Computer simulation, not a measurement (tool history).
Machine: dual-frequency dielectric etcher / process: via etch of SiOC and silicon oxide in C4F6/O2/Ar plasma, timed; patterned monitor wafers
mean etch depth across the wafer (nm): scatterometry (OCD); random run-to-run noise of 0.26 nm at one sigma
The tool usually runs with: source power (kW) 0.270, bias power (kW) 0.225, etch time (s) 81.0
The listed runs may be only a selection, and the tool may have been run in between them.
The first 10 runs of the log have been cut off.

run,hour,source power (kW),bias power (kW),etch time (s),wafers since the last listed run,hours since the last wet clean,hours since the last source power generator calibration,hours since the last bias power generator calibration,hours since the last upper electrode change,hours since the gauge calibration,"read-back reference wafer on the same gauge, depth_nm",mean etch depth across the wafer (nm)
11,154.7,0.290,0.275,102.0,96,409.7,5434.6,98.4,2454.2,529.3,67.6,107.0
12,162.4,0.320,0.172,70.0,52,417.4,5442.3,106.1,2461.9,537.0,67.6,64.9
13,177.4,0.270,0.225,63.5,102,432.4,5457.3,121.1,2476.9,552.0,67.6,61.2
14,194.5,0.330,0.170,81.0,116,449.5,5474.4,138.2,2494.0,569.1,67.5,75.8
15,209.6,0.330,0.178,62.0,102,464.6,5489.5,153.3,2509.1,584.2,67.6,58.4
# hour 229.5: gauge calibrated
# hour 243.6: upper electrode replaced, of another model than before
16,244.1,0.270,0.225,81.0,71,499.1,5524.0,187.8,0.5,14.6,67.6,78.1
17,244.4,0.270,0.225,81.0,2,499.4,5524.3,188.1,0.8,14.9,67.6,78.4
# hour 255.1: source power generator calibrated
18,255.6,0.270,0.267,73.5,48,510.6,0.5,199.3,12.0,26.1,67.5,77.1
19,268.3,0.270,0.225,102.0,86,523.3,13.2,212.0,24.7,38.8,67.6,99.3
20,279.4,0.270,0.225,81.0,75,534.4,24.3,223.1,35.8,49.9,67.6,78.3
# hour 313.0: wet clean of the chamber
21,313.5,0.270,0.225,57.0,68,0.5,58.4,257.2,69.9,84.0,67.6,54.0
22,313.9,0.270,0.225,81.0,2,0.9,58.8,257.6,70.3,84.4,67.6,76.2
23,314.2,0.210,0.225,67.0,2,1.2,59.1,257.9,70.6,84.7,67.6,58.1
24,327.4,0.310,0.262,94.5,89,14.4,72.3,271.1,83.8,97.9,67.6,99.2
25,344.4,0.270,0.199,81.0,115,31.4,89.3,288.1,100.8,114.9,67.6,72.6
26,353.2,0.290,0.225,63.0,59,40.2,98.1,296.9,109.6,123.7,67.6,61.1
27,394.0,0.340,0.225,81.0,277,81.0,138.9,337.7,150.4,164.5,67.5,82.2
28,401.1,0.240,0.247,81.0,48,88.1,146.0,344.8,157.5,171.6,67.6,76.8
29,411.9,0.270,0.225,81.0,73,98.9,156.8,355.6,168.3,182.4,67.6,76.6
30,421.4,0.250,0.225,91.0,64,108.4,166.3,365.1,177.8,191.9,67.5,84.4
31,439.3,0.220,0.243,61.0,121,126.3,184.2,383.0,195.7,209.8,67.6,56.2

Branching from run 31: 3 alternative next runs. What would each branch give?
A,439.7,0.270,0.181,81.0,2,126.7,184.6,383.4,196.1,210.2,?,?
B,439.7,0.210,0.241,57.0,2,126.7,184.6,383.4,196.1,210.2,?,?
C,439.7,0.250,0.225,81.0,2,126.7,184.6,383.4,196.1,210.2,?,?

run,"read-back reference wafer on the same gauge, depth_nm",mean etch depth across the wafer (nm)
A,67.7,69.6
B,67.7,51.2
C,67.7,74.6
With no hidden state in the tool, these same runs would have given:
run,mean etch depth across the wafer (nm)
A,69.0
B,50.8
C,74.0
